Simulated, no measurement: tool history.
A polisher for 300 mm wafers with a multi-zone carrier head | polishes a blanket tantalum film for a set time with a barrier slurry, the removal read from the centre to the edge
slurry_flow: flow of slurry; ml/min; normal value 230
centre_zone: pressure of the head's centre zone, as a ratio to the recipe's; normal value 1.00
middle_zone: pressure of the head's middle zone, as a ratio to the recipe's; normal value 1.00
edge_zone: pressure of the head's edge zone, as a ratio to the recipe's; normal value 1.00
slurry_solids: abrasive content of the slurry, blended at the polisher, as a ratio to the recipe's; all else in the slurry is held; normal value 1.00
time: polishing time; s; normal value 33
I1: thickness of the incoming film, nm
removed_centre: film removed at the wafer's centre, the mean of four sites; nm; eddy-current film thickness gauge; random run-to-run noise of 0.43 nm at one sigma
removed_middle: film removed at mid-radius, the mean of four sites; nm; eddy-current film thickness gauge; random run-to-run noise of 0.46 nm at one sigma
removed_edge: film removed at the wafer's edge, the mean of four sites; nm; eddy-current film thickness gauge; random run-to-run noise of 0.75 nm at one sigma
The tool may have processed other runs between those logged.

Run 1, hour 0.0: usual settings but slurry_solids 1.20; I1 189.5. Result: removed_centre 55.2 nm, removed_middle 53.4 nm, removed_edge 55.2 nm.
Run 2, hour 153.8: usual settings but centre_zone 0.96, time 29 s; I1 191.6. Result: removed_centre 43.6 nm, removed_middle 44.3 nm, removed_edge 44.5 nm.
At hour 217.8: centre zone pressure recalibrated.
Run 3, hour 248.8: usual settings but centre_zone 0.96, time 29 s; I1 187.6. Result: removed_centre 43.2 nm, removed_middle 44.7 nm, removed_edge 44.6 nm.
At hour 288.9: worn pad replaced by a new one.
Run 4, hour 305.9: usual settings but middle_zone 1.12, edge_zone 1.04; I1 192.4. Result: removed_centre 52.1 nm, removed_middle 54.9 nm, removed_edge 51.9 nm.
At hour 435.7: carrier head's membrane replaced by a new one.
At hour 493.6: edge zone pressure recalibrated.
At hour 538.9: slurry nozzle cleaned.
Run 5, hour 548.6: usual settings but centre_zone 1.06, middle_zone 1.07; I1 192.0. Result: removed_centre 54.6 nm, removed_middle 52.0 nm, removed_edge 49.2 nm.
Run 6, hour 655.6: usual settings; I1 190.8. Result: removed_centre 52.3 nm, removed_middle 50.8 nm, removed_edge 51.7 nm.
Run 7, hour 756.5: usual settings; I1 186.5. Result: removed_centre 52.5 nm, removed_middle 50.3 nm, removed_edge 51.3 nm.
At hour 862.3: worn pad replaced by a new one.
Run 8, hour 862.8: usual settings but slurry_flow 255 ml/min, middle_zone 0.93, edge_zone 1.04, time 24 s; I1 187.8. Result: removed_centre 38.4 nm, removed_middle 35.3 nm, removed_edge 37.9 nm.
Run 9, hour 904.5: usual settings but centre_zone 1.04, slurry_solids 0.90; I1 186.6. Result: removed_centre 51.6 nm, removed_middle 48.3 nm, removed_edge 49.9 nm.
Run 10, hour 971.1: usual settings but centre_zone 1.09, middle_zone 0.90, slurry_solids 0.75; I1 189.4. Result: removed_centre 48.9 nm, removed_middle 40.8 nm, removed_edge 43.2 nm.
At hour 1011.6: slurry nozzle cleaned.
Run 11, hour 1032.0: usual settings but slurry_flow 190 ml/min, centre_zone 1.06, middle_zone 0.89, slurry_solids 1.10; I1 194.0. Result: removed_centre 55.9 nm, removed_middle 47.9 nm, removed_edge 52.9 nm.
Run 12, hour 1089.9: usual settings; I1 190.3. Result: removed_centre 52.1 nm, removed_middle 49.4 nm, removed_edge 50.2 nm.
Run 13, hour 1131.4: usual settings but time 27 s; I1 191.3. Result: removed_centre 42.5 nm, removed_middle 41.0 nm, removed_edge 41.5 nm.
Run 14, hour 1192.3: usual settings but centre_zone 0.94, middle_zone 1.05, edge_zone 0.95; I1 187.3. Result: removed_centre 48.9 nm, removed_middle 52.2 nm, removed_edge 50.4 nm.
Run 15, hour 1252.3: usual settings but centre_zone 0.89, time 44 s; I1 191.0. Result: removed_centre 61.4 nm, removed_middle 67.5 nm, removed_edge 67.9 nm.
Run 16, hour 1297.2: usual settings but edge_zone 1.05, time 40 s; I1 190.6. Result: removed_centre 61.7 nm, removed_middle 60.8 nm, removed_edge 64.1 nm.
Run 17, hour 1341.0: usual settings but slurry_flow 205 ml/min, slurry_solids 0.85, time 22 s; I1 188.4. Result: removed_centre 31.7 nm, removed_middle 31.5 nm, removed_edge 31.4 nm.
At hour 1351.3: worn pad replaced by a new one.
At hour 1354.7: carrier head's membrane replaced by a new one.
Run 18, hour 1435.7: usual settings but centre_zone 1.07, edge_zone 1.07; I1 190.5. Result: removed_centre 54.7 nm, removed_middle 51.2 nm, removed_edge 52.4 nm.
Run 19, hour 1491.2: usual settings; I1 189.9. Result: removed_centre 51.8 nm, removed_middle 50.6 nm, removed_edge 51.5 nm.
At hour 1534.0: centre zone pressure recalibrated.
At hour 1585.1: slurry nozzle cleaned.
Run 20, hour 1599.0: usual settings but slurry_flow 295 ml/min, middle_zone 0.89, edge_zone 0.96; I1 190.1. Result: removed_centre 53.8 nm, removed_middle 46.5 nm, removed_edge 50.7 nm.
Run 21, hour 1701.7: usual settings but slurry_flow 280 ml/min; I1 188.4. Result: removed_centre 53.1 nm, removed_middle 51.8 nm, removed_edge 51.1 nm.

Here are 4 independent what-if runs from the current tool condition. What would each one return?
Run A, hour 1702.1: usual settings but slurry_flow 255 ml/min; I1 193.6. Result: removed_centre ?, removed_middle ?, removed_edge ?.
Run B, hour 1702.1: usual settings but centre_zone 1.08, middle_zone 1.05, edge_zone 0.91, time 22 s; I1 193.6. Result: removed_centre ?, removed_middle ?, removed_edge ?.
Run C, hour 1702.1: usual settings but centre_zone 0.90, middle_zone 0.94, edge_zone 0.89, slurry_solids 1.10; I1 193.6. Result: removed_centre ?, removed_middle ?, removed_edge ?.
Run D, hour 1702.1: usual settings but slurry_solids 0.70; I1 193.6. Result: removed_centre ?, removed_middle ?, removed_edge ?.

run  removed_centre  removed_middle  removed_edge
  A            52.1            51.0          53.0
  B            37.2            34.9          33.6
  C            48.1            50.2          51.7
  D            42.9            42.1          43.8
The same runs, with their run-to-run variation unchanged, on a tool lacking any hidden condition would have given:
run  removed_centre  removed_middle  removed_edge
  A            52.1            51.0          53.0
  B            37.2            34.9          33.6
  C            48.1            50.2          51.7
  D            42.9            42.1          43.8

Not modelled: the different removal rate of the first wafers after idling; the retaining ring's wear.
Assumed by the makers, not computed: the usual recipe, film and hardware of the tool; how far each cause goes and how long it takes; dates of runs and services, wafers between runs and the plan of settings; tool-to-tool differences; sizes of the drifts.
